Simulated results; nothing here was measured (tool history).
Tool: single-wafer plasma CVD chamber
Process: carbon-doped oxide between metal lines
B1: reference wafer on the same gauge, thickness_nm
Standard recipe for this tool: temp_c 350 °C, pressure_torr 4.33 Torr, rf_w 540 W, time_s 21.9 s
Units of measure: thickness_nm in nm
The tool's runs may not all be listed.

run 1 hour=0.0 | temp_c=350 pressure_torr=4.33 rf_w=540 time_s=21.9 | B1=109.033 | thickness_nm=118.355
run 2 hour=11.9 | temp_c=350 pressure_torr=4.33 rf_w=540 time_s=21.9 | B1=109.083 | thickness_nm=118.672
run 3 hour=25.0 | temp_c=350 pressure_torr=4.33 rf_w=540 time_s=21.9 | B1=108.953 | thickness_nm=118.217
run 4 hour=42.1 | temp_c=350 pressure_torr=4.33 rf_w=540 time_s=21.9 | B1=108.995 | thickness_nm=117.929
run 5 hour=49.5 | temp_c=350 pressure_torr=3.74 rf_w=540 time_s=21.9 | B1=108.946 | thickness_nm=115.982
run 6 hour=81.8 | temp_c=350 pressure_torr=3.74 rf_w=540 time_s=21.9 | B1=109.029 | thickness_nm=116.015
run 7 hour=96.4 | temp_c=350 pressure_torr=3.74 rf_w=540 time_s=21.9 | B1=108.976 | thickness_nm=116.280
run 8 hour=102.5 | temp_c=350 pressure_torr=4.33 rf_w=570 time_s=21.9 | B1=109.028 | thickness_nm=123.053
run 9 hour=112.1 | temp_c=350 pressure_torr=4.33 rf_w=540 time_s=21.9 | B1=109.063 | thickness_nm=118.085
-- hour=121.1 showerhead replaced
run 10 hour=124.8 | temp_c=350 pressure_torr=4.33 rf_w=540 time_s=19.9 | B1=108.969 | thickness_nm=107.630
run 11 hour=132.4 | temp_c=350 pressure_torr=4.33 rf_w=540 time_s=19.9 | B1=108.938 | thickness_nm=108.102
run 12 hour=141.6 | temp_c=350 pressure_torr=4.33 rf_w=540 time_s=21.9 | B1=109.027 | thickness_nm=118.434
-- hour=146.5 gauge calibrated
run 13 hour=157.7 | temp_c=350 pressure_torr=4.33 rf_w=540 time_s=21.9 | B1=108.993 | thickness_nm=118.508
-- hour=178.9 thermocouple changed; heater temperature recalibrated
run 14 hour=179.4 | temp_c=350 pressure_torr=4.33 rf_w=540 time_s=21.9 | B1=108.987 | thickness_nm=118.493
run 15 hour=187.7 | temp_c=350 pressure_torr=4.33 rf_w=460 time_s=17.6 | B1=108.996 | thickness_nm=84.793
-- hour=200.1 capacitance manometer re-zeroed and calibrated
run 16 hour=200.6 | temp_c=350 pressure_torr=4.33 rf_w=540 time_s=21.9 | B1=108.922 | thickness_nm=118.146
-- hour=216.6 RF generator calibrated
run 17 hour=217.1 | temp_c=350 pressure_torr=5.34 rf_w=590 time_s=21.9 | B1=109.000 | thickness_nm=133.980
run 18 hour=224.5 | temp_c=363 pressure_torr=5.30 rf_w=465 time_s=17.9 | B1=108.920 | thickness_nm=89.731
run 19 hour=232.0 | temp_c=342 pressure_torr=3.32 rf_w=540 time_s=24.8 | B1=109.011 | thickness_nm=137.108
run 20 hour=278.3 | temp_c=346 pressure_torr=4.66 rf_w=630 time_s=25.5 | B1=109.010 | thickness_nm=160.129
run 21 hour=295.7 | temp_c=361 pressure_torr=4.33 rf_w=540 time_s=21.9 | B1=108.975 | thickness_nm=117.864
run 22 hour=303.7 | temp_c=350 pressure_torr=3.95 rf_w=540 time_s=23.7 | B1=109.050 | thickness_nm=129.376
run 23 hour=321.1 | temp_c=350 pressure_torr=5.36 rf_w=540 time_s=23.5 | B1=109.014 | thickness_nm=133.786
run 24 hour=336.3 | temp_c=335 pressure_torr=5.16 rf_w=540 time_s=21.9 | B1=108.968 | thickness_nm=130.280
run 25 hour=347.8 | temp_c=350 pressure_torr=4.33 rf_w=540 time_s=21.9 | B1=108.967 | thickness_nm=120.801
run 26 hour=355.7 | temp_c=360 pressure_torr=4.33 rf_w=540 time_s=25.8 | B1=108.960 | thickness_nm=138.358
run 27 hour=364.3 | temp_c=342 pressure_torr=3.65 rf_w=475 time_s=21.9 | B1=108.999 | thickness_nm=110.937
run 28 hour=378.1 | temp_c=345 pressure_torr=3.47 rf_w=465 time_s=25.0 | B1=108.917 | thickness_nm=122.124

Forecast each of these 5 alternatives for the next run:
run A hour=378.5 | temp_c=350 pressure_torr=5.23 rf_w=540 time_s=21.9 | B1=? | thickness_nm=?
run B hour=378.5 | temp_c=350 pressure_torr=5.15 rf_w=540 time_s=21.9 | B1=? | thickness_nm=?
run C hour=378.5 | temp_c=350 pressure_torr=3.43 rf_w=540 time_s=21.9 | B1=? | thickness_nm=?
run D hour=378.5 | temp_c=350 pressure_torr=4.33 rf_w=540 time_s=24.1 | B1=? | thickness_nm=?
run E hour=378.5 | temp_c=350 pressure_torr=4.95 rf_w=455 time_s=18.0 | B1=? | thickness_nm=?

run=A B1=109.062 thickness_nm=123.552
run=B B1=109.062 thickness_nm=123.273
run=C B1=109.062 thickness_nm=116.680
run=D B1=109.062 thickness_nm=132.060
run=E B1=109.062 thickness_nm=89.413
Without the tool's hidden state the same runs would have given:
run=A thickness_nm=125.894
run=B thickness_nm=125.611
run=C thickness_nm=118.892
run=D thickness_nm=134.564
run=E thickness_nm=91.416

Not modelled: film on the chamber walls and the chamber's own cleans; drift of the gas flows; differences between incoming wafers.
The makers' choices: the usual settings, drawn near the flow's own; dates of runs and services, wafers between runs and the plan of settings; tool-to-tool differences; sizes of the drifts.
